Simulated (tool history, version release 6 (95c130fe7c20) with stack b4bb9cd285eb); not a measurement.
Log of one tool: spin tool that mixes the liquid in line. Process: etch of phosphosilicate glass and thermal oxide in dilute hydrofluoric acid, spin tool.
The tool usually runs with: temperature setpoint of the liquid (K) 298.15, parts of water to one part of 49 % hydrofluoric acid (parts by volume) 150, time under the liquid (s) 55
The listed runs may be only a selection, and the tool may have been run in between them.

| run | day | temperature setpoint of the liquid (K) | parts of water to one part of 49 % hydrofluoric acid (parts by volume) | time under the liquid (s) | wafers since the last listed run | hours since the thermometer was replaced | hours since the hydrofluoric acid flow meter was replaced | hours since the gauge calibration | read-back film thickness of the phosphosilicate glass reference wafer, read on the same gauge (nm) | read-back film thickness of the thermal oxide reference wafer, read on the same gauge (nm) | thickness taken off the phosphosilicate glass on a monitor wafer (Å) | thickness taken off the thermal oxide on a monitor wafer (Å) |
|---|---|---|---|---|---|---|---|---|---|---|---|---|
| 1 | 0 | 298.15 | 150 | 40 | 0 | 1.2 | 1563.6 | 647.4 | 89.99 | 70.031 | 319.2 | 12.85 |
| 2 | 0.583 | 298.15 | 150 | 40 | 166 | 15.2 | 1577.6 | 661.4 | 89.97 | 70.001 | 318.5 | 13.7 |
| 3 | 1.538 | 298.15 | 150 | 40 | 272 | 38.1 | 1600.5 | 684.3 | 90.01 | 70.056 | 317.4 | 12.47 |
| 4 | 2.583 | 298.15 | 150 | 55 | 298 | 63.2 | 1625.6 | 709.4 | 90.01 | 70.028 | 439.8 | 17.74 |
| 5 | 3.904 | 298.15 | 150 | 55 | 377 | 94.9 | 1657.3 | 741.1 | 90.01 | 69.997 | 440.9 | 18.23 |
|  | 4.017 | gauge calibrated |
| 6 | 4.721 | 298.15 | 150 | 55 | 233 | 114.5 | 1676.9 | 16.9 | 89.98 | 70.022 | 441.9 | 17.83 |
| 7 | 6.038 | 298.15 | 150 | 30 | 376 | 146.1 | 1708.5 | 48.5 | 89.98 | 70.024 | 239.5 | 9.81 |
| 8 | 6.75 | 302.65 | 105 | 30 | 203 | 163.2 | 1725.6 | 65.6 | 89.99 | 69.989 | 429.1 | 17.4 |
| 9 | 7.629 | 298.15 | 150 | 85 | 251 | 184.3 | 1746.7 | 86.7 | 90 | 70.008 | 676.5 | 27.89 |
| 10 | 8.696 | 293.65 | 150 | 35 | 304 | 209.9 | 1772.3 | 112.3 | 89.99 | 70.024 | 234 | 9.42 |
| 11 | 9.304 | 298.15 | 150 | 55 | 173 | 224.5 | 1786.9 | 126.9 | 89.98 | 70.013 | 439.3 | 18.61 |
| 12 | 10.142 | 295.15 | 225 | 75 | 239 | 244.6 | 1807 | 147 | 89.99 | 69.991 | 328.7 | 13.63 |
| 13 | 11.296 | 301.65 | 75 | 75 | 329 | 272.3 | 1834.7 | 174.7 | 89.99 | 69.949 | 1506.3 | 63.91 |
| 14 | 12.55 | 298.15 | 85 | 40 | 358 | 302.4 | 1864.8 | 204.8 | 89.99 | 70.01 | 610 | 25.66 |
| 15 | 13.208 | 293.65 | 150 | 70 | 188 | 318.2 | 1880.6 | 220.6 | 89.98 | 69.977 | 469.3 | 19.9 |
| 16 | 13.975 | 301.65 | 105 | 20 | 219 | 336.6 | 1899 | 239 | 89.98 | 69.976 | 276.7 | 11.15 |
| 17 | 15.342 | 298.15 | 150 | 55 | 390 | 369.4 | 1931.8 | 271.8 | 89.98 | 70.007 | 438.7 | 18.4 |
|  | 15.554 | hydrofluoric acid flow meter replaced |
| 18 | 16.967 | 302.15 | 170 | 35 | 452 | 408.4 | 33.9 | 310.8 | 90 | 69.982 | 281.2 | 11.35 |
| 19 | 17.892 | 298.15 | 150 | 55 | 264 | 430.6 | 56.1 | 333 | 89.98 | 69.981 | 439.9 | 18.59 |
| 20 | 18.821 | 296.65 | 95 | 55 | 265 | 452.9 | 78.4 | 355.3 | 90.01 | 69.995 | 697.5 | 29.14 |
| 21 | 19.808 | 298.15 | 205 | 40 | 282 | 476.6 | 102.1 | 379 | 90.06 | 70.01 | 220 | 9.33 |
| 22 | 21.254 | 299.65 | 150 | 55 | 413 | 511.3 | 136.8 | 413.7 | 90 | 70.03 | 463.6 | 19.02 |
| 23 | 22.358 | 298.15 | 120 | 85 | 315 | 537.8 | 163.3 | 440.2 | 90.01 | 69.981 | 878.2 | 37.26 |
| 24 | 26.238 | 298.15 | 170 | 55 | 1108 | 630.9 | 256.4 | 533.3 | 90 | 70.012 | 377.3 | 15.56 |
| 25 | 27.733 | 298.15 | 120 | 55 | 427 | 666.8 | 292.3 | 569.2 | 89.99 | 69.986 | 565.9 | 22.78 |
| 26 | 29.125 | 302.65 | 150 | 55 | 397 | 700.2 | 325.7 | 602.6 | 89.97 | 69.991 | 515.5 | 21.31 |
|  | 29.742 | gauge calibrated |
| 27 | 30.346 | 300.65 | 215 | 80 | 348 | 729.5 | 355 | 14.5 | 89.98 | 69.953 | 455.4 | 17.58 |

Exercise: give the hidden state of the tool at every run:
liquid colder than its thermometer reads (K): 0 at every run
hydrofluoric acid flow below the setpoint (%): 0 at every run
gauge reads high (%): 0 at every run
